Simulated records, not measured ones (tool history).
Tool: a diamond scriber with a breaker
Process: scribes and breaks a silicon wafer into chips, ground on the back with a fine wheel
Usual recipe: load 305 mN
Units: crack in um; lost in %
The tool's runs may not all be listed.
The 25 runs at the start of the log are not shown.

run,day,load,"incoming depth of the damage left on the back of the incoming wafer, um",crack,lost
26,27.275,254,1.91,12.14,3.47
27,27.975,231,2.85,11.46,7.9
28,30.583,234,2.55,11.36,7.64
29,31.921,249,2.1,11.7,5.29
30,32.921,250,1.87,11.65,5.31
31,34.162,383,2.83,14.17,2.41
32,34.829,343,2.3,13.59,1.02
33,37.454,263,1.66,11.69,4.53
34,38.142,305,2.72,12.46,1.99
35,38.758,305,2.48,12.37,2.06
36,40.167,305,1.95,12.39,1.6
37,41.217,227,2.67,10.81,10.78
38,42.196,305,2.85,12.31,3

Below are 3 alternative next runs, each starting from the tool's condition after run 38. Predict each:
A,42.221,305,2.16,?,?
B,42.221,359,2.16,?,?
C,42.221,372,2.16,?,?

run,crack,lost
A,12.45,2.29
B,13.46,0.87
C,13.69,1.02
What these runs would have given with no unlogged condition in the tool:
run,crack,lost
A,13.34,0.86
B,14.42,2.47
C,14.67,3.29
